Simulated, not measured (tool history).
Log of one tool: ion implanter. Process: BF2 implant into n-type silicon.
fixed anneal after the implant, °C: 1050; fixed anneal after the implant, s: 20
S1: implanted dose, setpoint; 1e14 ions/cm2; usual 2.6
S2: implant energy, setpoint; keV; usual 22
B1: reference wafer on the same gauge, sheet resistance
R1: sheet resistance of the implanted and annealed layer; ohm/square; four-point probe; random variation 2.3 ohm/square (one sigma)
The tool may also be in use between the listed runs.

run	hour	S1	S2	B1	R1
1	0	2.6	19	408.29	438.25
2	51.7	2.6	19	408.66	436.42
3	112.7	2.6	19	408.4	440.01
4	163.5	2.02	22	408.58	532.39
5	267.5	2.6	22	408.77	433.14
6	347.1	2.6	22	407.45	429.48
7	431.7	2.6	22	407.74	430.35
8	537.1	2.6	22	407.83	430.65
9	642.6	2.6	22	407.65	430.5
10	682.4	2.6	22	408.47	429.22
11	725.3	2.8	22	408.8	405.23
12	766.3	2.6	26	408.19	426.14
13	834.6	2.6	26	408.46	420.52
14	882.5	2.08	22	407.8	515.88
15	921.1	2.08	22	408	523.25
16	975.9	2.08	22	407.27	516.12
17	1060.4	2.6	22	407.93	428.02
18	1148.1	2.6	22	408.18	432.54
19	1248	2.6	22	408.12	429.29
20	1312.3	2.6	22	408.47	428.29
21	1363.8	2.35	25.5	408.49	461.69
22	1413.1	3.34	17.5	407.84	355.36
23	1469.7	1.91	16	408.22	580.49
24	1563	3.06	18	407.87	380.44
25	1603.5	1.94	26	407.77	550.17
26	1673.2	3.29	25	408.75	346.59
27	1735.3	2.6	22	408.27	431.12
28	1816.7	1.97	24.5	408.75	540.24
29	1859.1	1.9	22	408.9	566.5
30	1972	2.24	22	408.29	487.19
31	2063.7	2.25	16	407.5	505.1
32	2156.4	2.6	22	408.04	431.68
33	2224.1	3.16	25.5	407.6	358.3
34	2287.6	2.19	18	408.66	510.73
35	2359.1	2.36	22	407.59	469.95
36	2484.8	2.96	16	407.35	395.18
37	2587.2	3.36	19.5	407.56	346.61
38	2641.8	2.6	28	408.24	419.08

Not shown: 7 entries that the log had between the listed runs. Between which runs, and how does the tool's hidden state differ before and after?
Between runs 3 and 4: Faraday cup replaced and dose calibrated (hour 144.9)
  no hidden state differs between the two runs
Between runs 10 and 11: Faraday cup replaced and dose calibrated (hour 714.1)
  no hidden state differs between the two runs
Between runs 16 and 17: gauge calibrated (hour 1007.6)
  no hidden state differs between the two runs
Between runs 19 and 20: Faraday cup replaced and dose calibrated (hour 1278.9)
  no hidden state differs between the two runs
Between runs 27 and 28: extraction supply calibrated (hour 1771.8); Faraday cup replaced and dose calibrated (hour 1793.1)
  no hidden state differs between the two runs
Between runs 35 and 36: Faraday cup replaced and dose calibrated (hour 2393.1)
  no hidden state differs between the two runs
